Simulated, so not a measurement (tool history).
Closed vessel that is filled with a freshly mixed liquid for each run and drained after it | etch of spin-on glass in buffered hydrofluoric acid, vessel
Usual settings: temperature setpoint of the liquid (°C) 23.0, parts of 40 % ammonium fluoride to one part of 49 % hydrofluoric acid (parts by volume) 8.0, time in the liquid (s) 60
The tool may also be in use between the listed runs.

run,hour,temperature setpoint of the liquid (°C),parts of 40 % ammonium fluoride to one part of 49 % hydrofluoric acid (parts by volume),time in the liquid (s),"read-back film thickness of the spin-on glass reference wafer, read on the same gauge (nm)",thickness taken off the spin-on glass on a monitor wafer (nm)
1,0.0,23.0,8.0,60,130.03,234.23
2,35.9,23.0,8.0,60,130.03,232.58
3,81.1,23.0,8.0,60,129.97,231.49
4,261.9,23.0,8.0,60,130.01,238.02
5,295.6,23.0,8.0,60,130.00,237.04
6,347.6,23.0,8.0,60,130.04,235.08
7,488.8,23.0,8.0,60,129.99,239.39
8,532.7,23.0,8.0,60,130.00,242.51
9,586.2,23.0,8.0,60,130.00,242.99
10,712.2,24.5,8.0,50,130.00,221.60
11,778.8,26.0,9.0,50,130.01,212.55
12,848.2,27.5,5.0,40,130.03,320.22
13,887.3,23.0,10.5,45,129.94,144.59
14,942.1,23.0,8.0,60,130.06,247.90
15,973.0,23.0,8.0,60,130.01,247.58
16,1011.9,21.5,6.0,60,129.95,299.91
17,1067.2,26.0,8.0,30,129.98,147.77
18,1137.0,24.5,8.0,50,129.99,217.59
19,1200.5,27.0,9.5,60,130.05,252.89
20,1255.8,20.0,8.0,90,129.98,307.40
21,1287.6,25.5,6.5,30,130.03,162.22
22,1315.3,23.0,8.0,60,130.01,229.31
23,1355.8,18.0,7.0,85,130.03,285.30
24,1421.1,23.0,11.0,60,130.05,173.07
25,1461.8,23.0,8.0,60,130.02,233.42
26,1497.6,19.0,7.0,60,129.98,213.96
27,1537.6,23.0,8.0,30,129.98,117.16
28,1564.1,27.5,10.0,40,129.99,164.69
29,1592.6,24.5,9.0,60,130.03,222.03
30,1646.5,18.5,8.0,60,129.98,183.71
31,1681.3,20.0,10.0,60,129.98,162.06
32,1728.2,25.5,6.5,30,129.98,165.08
33,1792.6,23.0,8.0,95,130.03,374.86

Taken out of this log: 3 entries between the listed runs. Where each belongs, and how the hidden state differs across it:
Between runs 10 and 11: gauge calibrated (hour 735.7)
  liquid hotter than its thermometer reads (K): 0.819 -> 0.867; hydrofluoric acid flow above the setpoint (%): 2.97 -> 3.13
  measured less the result without the state, thickness taken off the spin-on glass on a monitor wafer (nm): +16.24 -> +16.36
Between runs 17 and 18: hydrofluoric acid flow meter replaced (hour 1121.3)
  liquid hotter than its thermometer reads (K): 1.08 -> 1.13; hydrofluoric acid flow above the setpoint (%): 3.84 -> 0.0843
  measured less the result without the state, thickness taken off the spin-on glass on a monitor wafer (nm): +13.88 -> +13.10
Between runs 20 and 21: thermometer replaced (hour 1281.4)
  liquid hotter than its thermometer reads (K): 1.22 -> 0.156; hydrofluoric acid flow above the setpoint (%): 0.374 -> 0.452
  measured less the result without the state, thickness taken off the spin-on glass on a monitor wafer (nm): +21.36 -> +2.01
